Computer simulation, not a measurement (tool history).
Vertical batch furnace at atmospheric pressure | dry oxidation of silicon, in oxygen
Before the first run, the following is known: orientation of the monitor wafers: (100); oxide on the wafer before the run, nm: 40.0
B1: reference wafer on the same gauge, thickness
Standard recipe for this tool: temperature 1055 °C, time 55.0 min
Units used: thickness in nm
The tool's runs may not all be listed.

{"run": 1, "day": 0.0, "temperature": 1055, "time": 55.0, "B1": 105.93, "thickness": 95.46}
{"run": 2, "day": 2.979, "temperature": 1055, "time": 55.0, "B1": 105.97, "thickness": 95.27}
{"run": 3, "day": 4.583, "temperature": 1055, "time": 55.0, "B1": 106.0, "thickness": 95.69}
{"run": 4, "day": 6.254, "temperature": 1055, "time": 55.0, "B1": 105.94, "thickness": 95.62}
{"run": 5, "day": 9.212, "temperature": 1073, "time": 41.5, "B1": 105.99, "thickness": 92.72}
{"run": 6, "day": 10.492, "temperature": 1073, "time": 41.5, "B1": 106.01, "thickness": 92.51}
{"run": 7, "day": 12.908, "temperature": 1055, "time": 55.0, "B1": 106.06, "thickness": 95.91}
{"run": 8, "day": 17.762, "temperature": 1055, "time": 55.0, "B1": 105.93, "thickness": 95.69}
{"run": 9, "day": 19.192, "temperature": 1048, "time": 61.5, "B1": 106.0, "thickness": 97.03}
{"day": 21.412, "done": "gauge calibrated"}
{"run": 10, "day": 22.146, "temperature": 1080, "time": 55.0, "B1": 105.99, "thickness": 110.83}
{"day": 24.292, "done": "boat lift adjusted"}
{"day": 26.733, "done": "thermocouples replaced and temperature profile calibrated"}
{"run": 11, "day": 28.933, "temperature": 1068, "time": 31.5, "B1": 105.99, "thickness": 78.36}
{"run": 12, "day": 30.262, "temperature": 1055, "time": 55.0, "B1": 106.0, "thickness": 93.58}

Run 13, settings as shown, results not yet in. Your forecast:
{"run": 13, "day": 31.642, "temperature": 1055, "time": 72.0, "B1": "?", "thickness": "?"}

{"run 13": {"B1": 105.94, "thickness": 106.97}}
With no hidden state in the tool, this same run would have given thickness 106.69 nm.
